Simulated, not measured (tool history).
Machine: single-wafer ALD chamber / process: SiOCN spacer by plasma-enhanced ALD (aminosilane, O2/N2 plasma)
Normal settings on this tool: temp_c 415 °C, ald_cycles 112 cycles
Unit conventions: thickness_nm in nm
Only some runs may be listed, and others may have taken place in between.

run,hour,temp_c,ald_cycles,"read-back reference wafer on the same gauge, thickness_nm",thickness_nm
1,0.0,415,125,7.245,7.481
2,56.5,415,125,7.222,7.454
3,123.1,415,125,7.206,7.505
4,197.3,415,112,7.210,6.696
5,290.9,415,112,7.180,6.628
6,355.7,415,112,7.190,6.635
7,402.1,415,112,7.164,6.645
8,492.9,415,112,7.175,6.626
9,560.8,415,112,7.179,6.612
# hour 606.9: thermocouple changed; heater temperature recalibrated
10,622.9,415,112,7.175,6.603
11,728.9,401,102,7.170,6.269
12,786.3,400,118,7.156,7.198
# hour 886.8: gauge calibrated
13,894.2,415,98,7.349,5.919
14,981.4,409,121,7.315,7.452
15,1061.3,415,121,7.274,7.247
16,1267.6,410,112,7.250,6.804
17,1348.5,401,93,7.232,5.773
18,1424.4,415,112,7.215,6.699
19,1486.9,415,112,7.201,6.644
20,1704.9,415,112,7.190,6.643

Predict each of these 5 candidate next runs independently; none follows another, all start after run 20:
A,1705.5,415,112,?,?
B,1705.5,411,122,?,?
C,1705.5,410,122,?,?
D,1705.5,408,132,?,?
E,1705.5,423,132,?,?

run,"read-back reference wafer on the same gauge, thickness_nm",thickness_nm
A,7.200,6.610
B,7.200,7.280
C,7.200,7.300
D,7.200,7.942
E,7.200,7.619
Take away the tool's hidden state, keep each run's random variation, and the runs would have read:
run,thickness_nm
A,6.755
B,7.439
C,7.460
D,8.115
E,7.785
